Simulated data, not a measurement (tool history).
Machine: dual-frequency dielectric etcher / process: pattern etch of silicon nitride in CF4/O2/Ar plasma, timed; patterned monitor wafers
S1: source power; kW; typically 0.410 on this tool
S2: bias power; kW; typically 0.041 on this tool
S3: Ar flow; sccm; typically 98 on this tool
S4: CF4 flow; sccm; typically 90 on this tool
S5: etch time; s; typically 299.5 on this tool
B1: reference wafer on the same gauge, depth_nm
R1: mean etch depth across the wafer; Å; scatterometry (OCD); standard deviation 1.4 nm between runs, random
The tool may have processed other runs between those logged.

run 1 hour=0.0 | S1=0.410 S2=0.041 S3=98 S4=90 S5=299.5 | B1=332.2 | R1=3646
run 2 hour=11.5 | S1=0.410 S2=0.041 S3=98 S4=90 S5=299.5 | B1=332.0 | R1=3642
run 3 hour=29.2 | S1=0.410 S2=0.041 S3=98 S4=90 S5=299.5 | B1=331.6 | R1=3627
run 4 hour=44.1 | S1=0.410 S2=0.041 S3=98 S4=90 S5=264.5 | B1=332.3 | R1=3222
run 5 hour=59.2 | S1=0.410 S2=0.041 S3=98 S4=90 S5=264.5 | B1=332.4 | R1=3215
run 6 hour=75.7 | S1=0.410 S2=0.041 S3=98 S4=90 S5=299.5 | B1=332.2 | R1=3649
run 7 hour=85.0 | S1=0.410 S2=0.041 S3=98 S4=90 S5=299.5 | B1=332.0 | R1=3653
run 8 hour=93.4 | S1=0.410 S2=0.041 S3=98 S4=90 S5=299.5 | B1=332.1 | R1=3675
-- hour=128.5 upper electrode replaced
run 9 hour=129.0 | S1=0.410 S2=0.041 S3=98 S4=90 S5=299.5 | B1=332.2 | R1=3689
run 10 hour=129.4 | S1=0.410 S2=0.041 S3=98 S4=90 S5=299.5 | B1=331.9 | R1=3677
run 11 hour=134.9 | S1=0.410 S2=0.041 S3=98 S4=90 S5=299.5 | B1=332.1 | R1=3661
-- hour=169.4 CF4 flow controller replaced
-- hour=171.5 wet clean of the chamber
run 12 hour=172.0 | S1=0.410 S2=0.045 S3=98 S4=90 S5=299.5 | B1=331.8 | R1=3496
run 13 hour=172.4 | S1=0.410 S2=0.041 S3=98 S4=69 S5=212.5 | B1=332.2 | R1=2257
run 14 hour=175.3 | S1=0.330 S2=0.041 S3=98 S4=102 S5=299.5 | B1=332.1 | R1=2789
-- hour=185.6 gauge calibrated
-- hour=199.2 Ar flow controller replaced
-- hour=207.6 source power generator calibrated
-- hour=209.0 wet clean of the chamber, repeated, since the last time left the tool worse
-- hour=209.5 bias power generator calibrated
run 15 hour=210.0 | S1=0.410 S2=0.047 S3=98 S4=109 S5=299.5 | B1=331.6 | R1=3967

Predict the results of run 16:
run 16 hour=210.4 | S1=0.410 S2=0.041 S3=98 S4=90 S5=299.5 | B1=? | R1=?

{"run 16": {"B1": 332.0, "R1": 3574}}
Without the tool's hidden state the same run would have given R1 3545 Å.
